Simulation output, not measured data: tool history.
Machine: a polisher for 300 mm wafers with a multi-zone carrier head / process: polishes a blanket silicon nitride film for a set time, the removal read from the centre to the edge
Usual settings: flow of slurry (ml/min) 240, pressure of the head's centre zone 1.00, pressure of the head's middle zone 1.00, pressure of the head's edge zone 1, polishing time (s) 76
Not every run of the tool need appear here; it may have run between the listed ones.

run,hour,flow of slurry (ml/min),pressure of the head's centre zone,pressure of the head's middle zone,pressure of the head's edge zone,polishing time (s),"incoming thickness of the incoming film, nm",film removed at the wafer's centre (angstrom),film removed at mid-radius (angstrom),film removed at the wafer's edge (angstrom)
1,0.0,240,1.00,0.91,1,67,845.6,1175,1153,1252
2,13.8,240,1.00,0.91,1,67,840.0,1194,1137,1239
3,25.7,240,1.00,1.00,1,76,827.4,1349,1364,1409
4,41.5,240,1.00,1.00,1,76,840.6,1332,1408,1416
5,50.0,240,1.00,1.00,1,76,847.8,1331,1398,1406
# hour 57.1: worn pad replaced by a new one
6,59.8,240,1.00,1.00,1,76,856.0,1364,1371,1410
7,66.9,240,1.00,1.00,1,76,834.9,1348,1369,1405
8,83.6,240,1.00,1.00,1,76,833.4,1327,1361,1406
# hour 96.2: centre zone pressure recalibrated
9,100.0,240,0.96,1.00,1,76,837.2,1281,1385,1390
10,117.4,240,1.00,1.00,1,76,842.3,1355,1342,1405
11,124.8,240,1.00,1.00,1,76,832.4,1342,1324,1390
12,133.1,240,1.00,1.00,1,66,837.5,1151,1184,1214
13,141.1,240,1.00,1.00,1,76,844.9,1302,1353,1395
# hour 156.1: edge zone pressure recalibrated
14,158.0,175,1.00,1.00,1,91,826.4,1437,1490,1554
# hour 167.1: carrier head's membrane replaced by a new one
15,167.6,240,1.00,1.00,1,76,845.3,1297,1358,1387

For run 16, what comes out?
# hour 173.5: worn pad replaced by a new one
16,177.7,240,1.00,1.00,1,76,824.4,?,?,?

{"run 16": {"film removed at the wafer's centre (angstrom)": 1329, "film removed at mid-radius (angstrom)": 1353, "film removed at the wafer's edge (angstrom)": 1385}}
With no hidden state in the tool, this same run would have given film removed at the wafer's centre (angstrom) 1493, film removed at mid-radius (angstrom) 1502, film removed at the wafer's edge (angstrom) 1495.
